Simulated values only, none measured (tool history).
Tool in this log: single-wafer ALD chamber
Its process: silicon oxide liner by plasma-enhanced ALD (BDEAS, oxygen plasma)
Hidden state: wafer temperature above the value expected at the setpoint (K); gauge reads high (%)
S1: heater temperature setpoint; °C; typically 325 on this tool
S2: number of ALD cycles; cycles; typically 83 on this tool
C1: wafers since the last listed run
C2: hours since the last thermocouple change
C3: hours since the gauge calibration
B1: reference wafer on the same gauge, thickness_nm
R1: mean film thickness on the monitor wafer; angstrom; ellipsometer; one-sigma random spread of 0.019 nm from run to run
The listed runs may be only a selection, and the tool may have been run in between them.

Run 1, day 0.000: usual settings but S1 318 °C, S2 75 cycles; C1 0; C2 588.0; C3 465.1; B1 8.732. Result: R1 69.29 angstrom.
Run 2, day 1.267: usual settings but S1 318 °C, S2 75 cycles; C1 184; C2 618.4; C3 495.5; B1 8.723. Result: R1 69.06 angstrom.
Run 3, day 2.808: usual settings; C1 224; C2 655.4; C3 532.5; B1 8.730. Result: R1 75.76 angstrom.
Run 4, day 5.592: usual settings; C1 404; C2 722.2; C3 599.3; B1 8.731. Result: R1 75.87 angstrom.
Run 5, day 7.704: usual settings; C1 306; C2 772.9; C3 650.0; B1 8.727. Result: R1 76.15 angstrom.
Run 6, day 8.925: usual settings; C1 177; C2 802.2; C3 679.3; B1 8.742. Result: R1 75.43 angstrom.
Run 7, day 10.133: usual settings; C1 175; C2 831.2; C3 708.3; B1 8.735. Result: R1 75.90 angstrom.
Run 8, day 13.108: usual settings but S1 330 °C, S2 74 cycles; C1 432; C2 902.6; C3 779.7; B1 8.740. Result: R1 67.04 angstrom.
Run 9, day 20.617: usual settings but S1 328 °C, S2 75 cycles; C1 1091; C2 1082.8; C3 959.9; B1 8.754. Result: R1 68.54 angstrom.
Run 10, day 22.771: usual settings but S1 328 °C, S2 75 cycles; C1 313; C2 1134.5; C3 1011.6; B1 8.743. Result: R1 68.63 angstrom.
At day 27.729: gauge calibrated.
Run 11, day 30.629: usual settings but S1 321 °C, S2 74 cycles; C1 1141; C2 1323.1; C3 69.6; B1 8.678. Result: R1 67.35 angstrom.
Run 12, day 32.492: usual settings; C1 270; C2 1367.8; C3 114.3; B1 8.678. Result: R1 75.50 angstrom.
Run 13, day 34.188: usual settings; C1 246; C2 1408.5; C3 155.0; B1 8.687. Result: R1 75.42 angstrom.
Run 14, day 36.608: usual settings; C1 351; C2 1466.6; C3 213.1; B1 8.705. Result: R1 75.52 angstrom.
Run 15, day 39.533: usual settings but S1 320 °C; C1 425; C2 1536.8; C3 283.3; B1 8.701. Result: R1 75.91 angstrom.
Run 16, day 42.225: usual settings but S1 329 °C, S2 78 cycles; C1 391; C2 1601.4; C3 347.9; B1 8.723. Result: R1 70.89 angstrom.
Run 17, day 43.346: usual settings but S1 329 °C, S2 78 cycles; C1 162; C2 1628.3; C3 374.8; B1 8.714. Result: R1 71.02 angstrom.
Run 18, day 44.888: usual settings; C1 224; C2 1665.3; C3 411.8; B1 8.715. Result: R1 75.53 angstrom.
Run 19, day 47.225: usual settings; C1 339; C2 1721.4; C3 467.9; B1 8.719. Result: R1 75.61 angstrom.
Run 20, day 49.546: usual settings; C1 337; C2 1777.1; C3 523.6; B1 8.718. Result: R1 75.80 angstrom.
Run 21, day 50.575: usual settings but S2 69 cycles; C1 149; C2 1801.8; C3 548.3; B1 8.722. Result: R1 63.18 angstrom.
Run 22, day 52.071: usual settings but S2 77 cycles; C1 217; C2 1837.7; C3 584.2; B1 8.721. Result: R1 70.19 angstrom.
Run 23, day 53.550: usual settings but S1 318 °C, S2 91 cycles; C1 214; C2 1873.2; C3 619.7; B1 8.737. Result: R1 83.89 angstrom.
Run 24, day 56.096: usual settings; C1 369; C2 1934.3; C3 680.8; B1 8.742. Result: R1 75.86 angstrom.
Run 25, day 58.100: usual settings but S1 311 °C, S2 71 cycles; C1 291; C2 1982.4; C3 728.9; B1 8.733. Result: R1 65.75 angstrom.
Run 26, day 60.825: usual settings but S1 330 °C, S2 94 cycles; C1 395; C2 2047.8; C3 794.3; B1 8.744. Result: R1 85.52 angstrom.
Run 27, day 62.267: usual settings but S1 311 °C, S2 73 cycles; C1 209; C2 2082.4; C3 828.9; B1 8.733. Result: R1 68.02 angstrom.
Run 28, day 63.892: usual settings; C1 236; C2 2121.4; C3 867.9; B1 8.752. Result: R1 76.28 angstrom.
Run 29, day 66.296: usual settings; C1 349; C2 2179.1; C3 925.6; B1 8.754. Result: R1 75.90 angstrom.
Run 30, day 68.429: usual settings but S1 340 °C; C1 310; C2 2230.3; C3 976.8; B1 8.748. Result: R1 74.68 angstrom.
Run 31, day 70.792: usual settings; C1 343; C2 2287.0; C3 1033.5; B1 8.747. Result: R1 76.02 angstrom.
At day 71.567: gauge calibrated.
Run 32, day 73.646: usual settings; C1 414; C2 2355.5; C3 49.9; B1 8.672. Result: R1 75.23 angstrom.
Run 33, day 76.238: usual settings but S1 335 °C, S2 90 cycles; C1 376; C2 2417.7; C3 112.1; B1 8.683. Result: R1 80.59 angstrom.
At day 78.117: thermocouple changed; heater temperature recalibrated.
Run 34, day 78.517: usual settings but S1 336 °C, S2 67 cycles; C1 282; C2 9.6; C3 166.8; B1 8.678. Result: R1 59.97 angstrom.
Run 35, day 87.467: usual settings but S1 314 °C, S2 73 cycles; C1 1300; C2 224.4; C3 381.6; B1 8.714. Result: R1 67.55 angstrom.
Run 36, day 89.988: usual settings but S1 312 °C, S2 95 cycles; C1 366; C2 284.9; C3 442.1; B1 8.708. Result: R1 88.63 angstrom.
Run 37, day 96.325: usual settings; C1 920; C2 437.0; C3 594.2; B1 8.731. Result: R1 75.81 angstrom.
Run 38, day 99.142: usual settings; C1 409; C2 504.6; C3 661.8; B1 8.733. Result: R1 75.66 angstrom.

What differs in the tool's unlogged condition from the final listed run ahead of each entry between runs to the first listed run following it?
From run 10 to run 11: gauge calibrated (day 27.729)
  gauge reads high (%): 1 -> 0.166
  measured less the result without the state, R1: +0.68 -> +0.11 angstrom
From run 31 to run 32: gauge calibrated (day 71.567)
  gauge reads high (%): 0.984 -> 0.115
  measured less the result without the state, R1: +0.74 -> +0.09 angstrom
From run 33 to run 34: thermocouple changed; heater temperature recalibrated (day 78.117)
  gauge reads high (%): 0.25 -> 0.352
  measured less the result without the state, R1: +0.20 -> +0.21 angstrom
